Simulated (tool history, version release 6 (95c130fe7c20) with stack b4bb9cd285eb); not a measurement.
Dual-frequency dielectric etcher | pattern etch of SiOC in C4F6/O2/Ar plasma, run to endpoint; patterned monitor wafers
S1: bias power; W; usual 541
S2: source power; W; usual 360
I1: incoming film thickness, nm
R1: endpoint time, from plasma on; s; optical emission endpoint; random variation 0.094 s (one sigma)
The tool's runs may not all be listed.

run      day   S1   S2     I1    R1
  1        0  541  360  32.78  10.7
  2        4  541  360  31.91  10.2
       6.246  -- wet clean of the chamber
  3   11.096  541  360  32.43    11
  4   13.142  541  360  32.15  10.9
  5   16.533  541  360  32.64    11
  6   20.008  541  360  32.47  10.9
  7   23.092  541  360  32.62  10.6
  8   26.667  541  360  32.28  10.5
      28.875  -- upper electrode replaced
  9   28.896  541  360  32.28  10.5
 10   31.725  541  360  32.27  10.5
      33.483  -- wet clean of the chamber
 11   36.138  541  360  32.33  10.9
 12    39.35  541  360  32.12  10.9
 13    40.95  541  360  32.07  10.9
 14   44.621  541  360  32.35  10.7
 15   47.971  541  360  32.28  10.7
 16   51.204  495  360  32.27  10.9
 17   53.471  596  400  32.44  10.1
      59.879  -- wet clean of the chamber
 18   63.138  590  360  32.37  10.7
 19    67.25  464  330  32.28  11.3
      70.833  -- bias power generator calibrated
 20   71.367  541  360  32.62  10.9
      73.921  -- source power generator calibrated
 21   74.192  541  360  32.83  10.9
 22   78.262  597  300  32.36  10.9
 23    81.05  596  280  32.25  11.1
 24   83.083  575  330  32.14  10.7
      86.867  -- wet clean of the chamber
 25   86.888  435  420  32.39  10.9
 26   88.688  643  360  32.32  10.6
 27   92.658  666  360  32.41  10.6
 28   95.854  541  360  31.97  10.8
 29   98.912  660  320  32.46  10.6
 30  102.742  541  360  32.33  10.6
 31  104.946  630  450  32.41   9.7
 32  107.154  541  360  32.02  10.6
 33  109.162  579  410  32.12  10.1
     113.292  -- wet clean of the chamber
 34  113.312  417  390  32.55  11.4
 35  115.354  479  360  32.42  11.2
 36  124.604  541  310   32.4  11.3

Forecast each of these 3 alternatives for the next run:
  A  124.621  541  360  32.37   ?
  B  124.621  541  440  32.37   ?
  C  124.621  632  440  32.37   ?

run    R1
  A  10.9
  B  10.3
  C   9.9
Without the tool's hidden state the same runs would have given:
run    R1
  A  11.1
  B  10.5
  C  10.1
